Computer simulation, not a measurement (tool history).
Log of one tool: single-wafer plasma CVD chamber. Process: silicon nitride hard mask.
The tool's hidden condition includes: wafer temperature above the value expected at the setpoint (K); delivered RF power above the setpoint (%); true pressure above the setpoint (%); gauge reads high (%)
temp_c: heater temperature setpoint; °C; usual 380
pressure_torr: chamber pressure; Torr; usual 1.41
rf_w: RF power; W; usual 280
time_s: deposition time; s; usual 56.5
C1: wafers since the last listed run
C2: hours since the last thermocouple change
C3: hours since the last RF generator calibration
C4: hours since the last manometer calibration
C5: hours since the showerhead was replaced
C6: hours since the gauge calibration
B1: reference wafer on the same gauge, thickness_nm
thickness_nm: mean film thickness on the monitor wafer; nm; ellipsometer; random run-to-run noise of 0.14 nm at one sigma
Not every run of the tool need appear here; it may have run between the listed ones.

Run 1, hour 0.0: usual settings; C1 0; C2 1120.3; C3 1435.3; C4 2625.9; C5 2189.9; C6 326.7; B1 66.914. Result: thickness_nm 58.991 nm.
Run 2, hour 27.8: usual settings; C1 335; C2 1148.1; C3 1463.1; C4 2653.7; C5 2217.7; C6 354.5; B1 66.904. Result: thickness_nm 58.924 nm.
Run 3, hour 61.2: usual settings but time_s 59.9 s; C1 403; C2 1181.5; C3 1496.5; C4 2687.1; C5 2251.1; C6 387.9; B1 66.892. Result: thickness_nm 62.303 nm.
Run 4, hour 81.0: usual settings but time_s 59.9 s; C1 239; C2 1201.3; C3 1516.3; C4 2706.9; C5 2270.9; C6 407.7; B1 66.887. Result: thickness_nm 62.266 nm.
Run 5, hour 101.8: usual settings but time_s 59.9 s; C1 251; C2 1222.1; C3 1537.1; C4 2727.7; C5 2291.7; C6 428.5; B1 66.922. Result: thickness_nm 62.003 nm.
Run 6, hour 131.5: usual settings but time_s 65.1 s; C1 358; C2 1251.8; C3 1566.8; C4 2757.4; C5 2321.4; C6 458.2; B1 66.921. Result: thickness_nm 67.220 nm.
At hour 143.8: capacitance manometer re-zeroed and calibrated.
Run 7, hour 148.4: usual settings but time_s 65.1 s; C1 107; C2 1268.7; C3 1583.7; C4 4.6; C5 2338.3; C6 475.1; B1 66.911. Result: thickness_nm 69.133 nm.
Run 8, hour 182.2: usual settings but time_s 65.1 s; C1 408; C2 1302.5; C3 1617.5; C4 38.4; C5 2372.1; C6 508.9; B1 66.902. Result: thickness_nm 68.790 nm.
Run 9, hour 197.2: usual settings but temp_c 373 °C, rf_w 330 W, time_s 53.6 s; C1 181; C2 1317.5; C3 1632.5; C4 53.4; C5 2387.1; C6 523.9; B1 66.911. Result: thickness_nm 63.116 nm.
At hour 215.9: thermocouple changed; heater temperature recalibrated.
Run 10, hour 216.4: usual settings but pressure_torr 1.22 Torr, time_s 67.4 s; C1 135; C2 0.5; C3 1651.7; C4 72.6; C5 2406.3; C6 543.1; B1 66.909. Result: thickness_nm 67.749 nm.
Run 11, hour 236.0: usual settings but pressure_torr 1.22 Torr, time_s 67.4 s; C1 236; C2 20.1; C3 1671.3; C4 92.2; C5 2425.9; C6 562.7; B1 66.905. Result: thickness_nm 67.350 nm.
Run 12, hour 314.5: usual settings but temp_c 390 °C, pressure_torr 1.52 Torr, time_s 66.4 s; C1 947; C2 98.6; C3 1749.8; C4 170.7; C5 2504.4; C6 641.2; B1 66.902. Result: thickness_nm 71.254 nm.
Run 13, hour 349.5: usual settings; C1 422; C2 133.6; C3 1784.8; C4 205.7; C5 2539.4; C6 676.2; B1 66.864. Result: thickness_nm 59.348 nm.
Run 14, hour 374.9: usual settings but temp_c 374 °C, time_s 46.4 s; C1 306; C2 159.0; C3 1810.2; C4 231.1; C5 2564.8; C6 701.6; B1 66.877. Result: thickness_nm 48.762 nm.
At hour 407.8: RF generator calibrated.
Run 15, hour 408.3: usual settings but temp_c 390 °C, pressure_torr 1.52 Torr, time_s 66.4 s; C1 306; C2 192.4; C3 0.5; C4 264.5; C5 2598.2; C6 735.0; B1 66.896. Result: thickness_nm 73.750 nm.
Run 16, hour 425.8: usual settings but pressure_torr 1.67 Torr; C1 211; C2 209.9; C3 18.0; C4 282.0; C5 2615.7; C6 752.5; B1 66.883. Result: thickness_nm 65.155 nm.
At hour 428.4: gauge calibrated.
Run 17, hour 447.1: usual settings; C1 257; C2 231.2; C3 39.3; C4 303.3; C5 2637.0; C6 18.7; B1 66.919. Result: thickness_nm 61.836 nm.

Predict the results of run 18:
Run 18, hour 462.1: usual settings but temp_c 394 °C, pressure_torr 1.25 Torr; C1 181; C2 246.2; C3 54.3; C4 318.3; C5 2652.0; C6 33.7; B1 ?. Result: thickness_nm ?.

B1: 66.896
thickness_nm: 58.625 nm
On a tool with no hidden condition, and with the same random variation, this run would have come out at thickness_nm 59.431 nm.
